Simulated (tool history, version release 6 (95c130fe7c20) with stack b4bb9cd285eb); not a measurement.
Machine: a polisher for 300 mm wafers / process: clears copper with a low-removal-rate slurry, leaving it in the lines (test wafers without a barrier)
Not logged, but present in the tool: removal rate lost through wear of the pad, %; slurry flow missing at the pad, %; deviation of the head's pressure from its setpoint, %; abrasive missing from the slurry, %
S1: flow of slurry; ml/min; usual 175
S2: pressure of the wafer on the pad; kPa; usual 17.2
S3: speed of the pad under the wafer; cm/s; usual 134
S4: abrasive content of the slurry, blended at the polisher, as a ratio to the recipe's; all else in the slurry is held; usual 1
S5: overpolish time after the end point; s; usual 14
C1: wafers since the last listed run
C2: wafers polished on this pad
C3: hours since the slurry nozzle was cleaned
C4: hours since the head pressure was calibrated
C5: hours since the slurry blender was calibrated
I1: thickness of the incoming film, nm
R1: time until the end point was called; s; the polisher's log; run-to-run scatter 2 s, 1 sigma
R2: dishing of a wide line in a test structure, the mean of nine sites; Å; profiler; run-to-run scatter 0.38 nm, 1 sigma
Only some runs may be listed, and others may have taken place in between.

run	hour	S1	S2	S3	S4	S5	C1	C2	C3	C4	C5	I1	R1	R2
1	0	175	17.2	134	1	14	0	381	233.6	1146.6	231.8	369.4	128.9	255
2	14	175	17.2	134	1	14	73	454	247.6	1160.6	245.8	374.9	131.7	254
# hour 35.2: worn pad replaced by a new one
3	35.7	175	17.2	134	1	19	92	2	269.3	1182.3	267.5	370.4	134.8	328
4	44.3	175	17.2	134	1	19	45	47	277.9	1190.9	276.1	377.2	132.5	334
5	52	175	17.2	134	1	19	40	88	285.6	1198.6	283.8	378.6	133.3	339
6	60.9	175	17.2	134	1	14	46	134	294.5	1207.5	292.7	377.8	131.1	258
7	75.1	175	17.2	134	1	14	74	209	308.7	1221.7	306.9	375.8	131.5	261
8	91.1	175	17.2	134	1	14	83	293	324.7	1237.7	322.9	373.1	130.6	250
9	107.3	225	17.2	98	1	14	84	378	340.9	1253.9	339.1	378	161.2	210
10	114.6	235	17.2	134	1.15	14	38	416	348.2	1261.2	346.4	378.5	122.9	268
11	132.3	175	17.2	134	1	14	92	509	365.9	1278.9	364.1	382.7	140.1	262
# hour 148.1: slurry blender recalibrated
12	148.6	175	17.2	134	1	14	74	584	382.2	1295.2	0.5	368.1	125.2	267
# hour 154.5: worn pad replaced by a new one
13	155	220	17.2	90	1.2	14	12	2	388.6	1301.6	6.9	372.8	161.9	215
14	167	175	17.2	134	1	14	62	65	400.6	1313.6	18.9	367.8	127.5	272
15	182.2	195	15.2	134	1.25	9	79	144	415.8	1328.8	34.1	369.5	135.3	167
16	199.9	225	23.4	164	1	14	92	237	433.5	1346.5	51.8	375.4	77.2	406
17	209.4	175	17.2	92	1	14	49	287	443	1356	61.3	379.4	172.3	200
# hour 252.8: head pressure recalibrated
18	253.3	175	15.2	134	1.15	14	219	507	486.9	0.5	105.2	375.3	141.4	243
# hour 256.3: slurry nozzle cleaned
19	258.4	175	17.2	134	1	16	21	528	2.1	5.6	110.3	375.7	131.1	298
# hour 263.5: worn pad replaced by a new one
20	277	175	17.2	150	1	14	76	70	20.7	24.2	128.9	374.2	119.3	281
21	292.1	175	17.2	134	0.8	14	79	149	35.8	39.3	144	377.9	138.4	261
22	310.2	175	17.2	134	1	14	94	244	53.9	57.4	162.1	368.2	131.8	265
23	324	175	17.2	134	1	14	72	317	67.7	71.2	175.9	370.8	128.8	267
24	336.8	175	17.2	134	1	14	67	384	80.5	84	188.7	372.6	128.1	258
25	343.6	175	17.2	134	0.85	16	35	419	87.3	90.8	195.5	375.6	133.7	283
26	352.3	175	17.2	134	1	14	45	465	96	99.5	204.2	371.6	130.9	255
27	361.5	235	21.4	134	1.1	14	48	513	105.2	108.7	213.4	373.1	104.7	315
# hour 371.4: worn pad replaced by a new one
28	395.8	140	17.2	134	1.15	14	158	127	139.5	143	247.7	379.4	135.8	254

Describe how what the log doesn't record of the tool's condition differs between the last listed run preceding each entry between runs and the first listed run following it.
In the gap between runs 2 and 3: worn pad replaced by a new one (hour 35.2)
  abrasive missing from the slurry, %: 34 -> 35
  measured value less the no-hidden-state value, R1: +7.4 -> +7.8 s; R2: -13 -> -17 Å
In the gap between runs 11 and 12: slurry blender recalibrated (hour 148.1)
  abrasive missing from the slurry, %: 37.9 -> 4.47
  measured value less the no-hidden-state value, R1: +8.8 -> +0.9 s; R2: -15 -> -1 Å
In the gap between runs 12 and 13: worn pad replaced by a new one (hour 154.5)
  abrasive missing from the slurry, %: 4.47 -> 6.03
  measured value less the no-hidden-state value, R1: +0.9 -> +1.5 s; R2: -1 -> -2 Å
In the gap between runs 17 and 18: head pressure recalibrated (hour 252.8)
  abrasive missing from the slurry, %: 16.9 -> 23.1
  measured value less the no-hidden-state value, R1: +4.5 -> +5.3 s; R2: -5 -> -8 Å
In the gap between runs 18 and 19: slurry nozzle cleaned (hour 256.3)
  abrasive missing from the slurry, %: 23.1 -> 23.7
  measured value less the no-hidden-state value, R1: +5.3 -> +5 s; R2: -8 -> -10 Å
In the gap between runs 19 and 20: worn pad replaced by a new one (hour 263.5)
  abrasive missing from the slurry, %: 23.7 -> 25.8
  measured value less the no-hidden-state value, R1: +5 -> +4.9 s; R2: -10 -> -11 Å
In the gap between runs 27 and 28: worn pad replaced by a new one (hour 371.4)
  abrasive missing from the slurry, %: 32.5 -> 34.3
  measured value less the no-hidden-state value, R1: +5.7 -> +7.7 s; R2: -15 -> -13 Å
